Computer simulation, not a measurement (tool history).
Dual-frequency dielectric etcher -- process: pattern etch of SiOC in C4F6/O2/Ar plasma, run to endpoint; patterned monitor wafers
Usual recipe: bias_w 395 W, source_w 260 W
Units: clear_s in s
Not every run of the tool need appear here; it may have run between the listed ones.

| run | day | bias_w | source_w | wafers since the last listed run | hours since the last wet clean | hours since the last bias power generator calibration | hours since the last source power generator calibration | hours since the last upper electrode change | incoming incoming film thickness, nm | clear_s |
|---|---|---|---|---|---|---|---|---|---|---|
| 1 | 0.000 | 322 | 210 | 0 | 274.3 | 2996.5 | 487.8 | 1626.6 | 41.65 | 21.2 |
| 2 | 1.479 | 322 | 210 | 491 | 309.8 | 3032.0 | 523.3 | 1662.1 | 42.06 | 21.4 |
| 3 | 2.571 | 395 | 260 | 362 | 336.0 | 3058.2 | 549.5 | 1688.3 | 42.01 | 17.6 |
| 4 | 4.379 | 395 | 260 | 601 | 379.4 | 3101.6 | 592.9 | 1731.7 | 41.83 | 17.5 |
| 5 | 6.062 | 437 | 260 | 559 | 419.8 | 3142.0 | 633.3 | 1772.1 | 42.01 | 17.2 |
|  | 7.304 | wet clean of the chamber |
| 6 | 7.325 | 437 | 260 | 87 | 0.5 | 3172.3 | 663.6 | 1802.4 | 41.47 | 17.0 |
| 7 | 8.750 | 395 | 260 | 473 | 34.7 | 3206.5 | 697.8 | 1836.6 | 42.14 | 17.9 |
| 8 | 9.762 | 395 | 260 | 336 | 59.0 | 3230.8 | 722.1 | 1860.9 | 42.07 | 17.6 |
| 9 | 12.254 | 395 | 260 | 828 | 118.8 | 3290.6 | 781.9 | 1920.7 | 41.87 | 17.6 |
| 10 | 14.829 | 395 | 260 | 855 | 180.6 | 3352.4 | 843.7 | 1982.5 | 42.16 | 17.7 |
| 11 | 17.017 | 395 | 290 | 727 | 233.1 | 3404.9 | 896.2 | 2035.0 | 42.22 | 16.7 |
| 12 | 18.458 | 395 | 290 | 479 | 267.7 | 3439.5 | 930.8 | 2069.6 | 41.91 | 16.5 |
| 13 | 20.975 | 395 | 260 | 836 | 328.1 | 3499.9 | 991.2 | 2130.0 | 42.12 | 17.7 |
|  | 23.008 | upper electrode replaced |
| 14 | 23.029 | 395 | 260 | 350 | 377.4 | 3549.2 | 1040.5 | 0.5 | 42.16 | 17.9 |
|  | 24.904 | wet clean of the chamber |
| 15 | 24.925 | 395 | 260 | 297 | 0.5 | 3594.7 | 1086.0 | 46.0 | 42.28 | 17.8 |
| 16 | 25.183 | 395 | 260 | 85 | 6.7 | 3600.9 | 1092.2 | 52.2 | 42.36 | 18.1 |
| 17 | 27.225 | 322 | 210 | 678 | 55.7 | 3649.9 | 1141.2 | 101.2 | 42.13 | 21.5 |
| 18 | 29.596 | 462 | 200 | 788 | 112.6 | 3706.8 | 1198.1 | 158.1 | 42.27 | 19.8 |
| 19 | 31.842 | 395 | 260 | 746 | 166.5 | 3760.7 | 1252.0 | 212.0 | 42.07 | 17.7 |
|  | 33.183 | bias power generator calibrated |
| 20 | 33.967 | 421 | 240 | 650 | 217.5 | 18.8 | 1303.0 | 263.0 | 42.05 | 18.1 |

Expected results for the next run?
| 21 | 36.929 | 368 | 240 | 984 | 288.6 | 89.9 | 1374.1 | 334.1 | 42.12 | ? |

{"run 21": {"clear_s": 18.8}}
On a tool with no hidden condition, and with the same random variation, this run would have come out at clear_s 18.8 s.
